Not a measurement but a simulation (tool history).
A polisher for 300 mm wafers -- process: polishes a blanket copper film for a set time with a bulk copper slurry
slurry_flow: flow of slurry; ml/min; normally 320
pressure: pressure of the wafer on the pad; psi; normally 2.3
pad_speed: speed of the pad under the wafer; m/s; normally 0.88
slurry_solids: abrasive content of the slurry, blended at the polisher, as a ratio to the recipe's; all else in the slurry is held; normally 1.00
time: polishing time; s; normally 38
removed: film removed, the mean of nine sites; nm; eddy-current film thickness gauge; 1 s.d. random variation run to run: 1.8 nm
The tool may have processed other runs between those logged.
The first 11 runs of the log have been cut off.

run	hour	slurry_flow	pressure	pad_speed	slurry_solids	time	wafers since the last listed run	wafers polished on this pad	hours since the slurry nozzle was cleaned	hours since the head pressure was calibrated	hours since the slurry blender was calibrated	incoming thickness of the incoming film, nm	removed
12	131.6	320	2.3	0.88	0.70	38	158	1265	68.5	1392.7	13.8	4620.0	223.8
# hour 136.8: worn pad replaced by a new one, of another model than before
13	138.1	365	2.1	0.88	1.00	38	30	15	75.0	1399.2	20.3	4630.4	221.7
14	155.2	215	2.3	0.88	1.00	38	208	223	92.1	1416.3	37.4	4650.0	225.2
15	164.8	320	2.3	0.66	0.85	38	116	340	101.7	1425.9	47.0	4572.4	183.6
# hour 180.0: head pressure recalibrated
16	180.5	320	2.6	0.88	1.00	43	166	507	117.4	0.5	62.7	4645.3	259.3
17	195.8	360	2.3	0.88	1.00	38	186	693	132.7	15.8	78.0	4681.5	217.4
18	210.6	380	2.3	0.88	1.30	38	180	873	147.5	30.6	92.8	4654.4	232.8
19	221.1	260	2.0	1.14	1.20	38	127	1001	158.0	41.1	103.3	4634.5	250.8
20	227.6	320	2.3	0.88	1.00	38	79	1080	164.5	47.6	109.8	4603.5	214.5
21	241.6	235	2.7	0.88	1.00	38	170	1251	178.5	61.6	123.8	4563.7	229.2
# hour 246.9: slurry nozzle cleaned
22	257.7	320	2.1	0.88	1.00	26	183	1434	10.8	77.7	139.9	4610.2	142.7
# hour 269.6: worn pad replaced by a new one
23	275.3	320	2.3	1.18	1.00	38	165	68	28.4	95.3	157.5	4651.4	266.2
24	293.2	215	2.3	0.88	1.00	38	217	286	46.3	113.2	175.4	4635.5	210.5

Expected results for the next run?
25	308.2	320	2.3	0.88	1.25	38	182	469	61.3	128.2	190.4	4636.6	?

For run 25 the tool returned removed 228.8 nm.
If the tool had no hidden condition, the same run with the same run-to-run variation would have returned removed 227.3 nm.
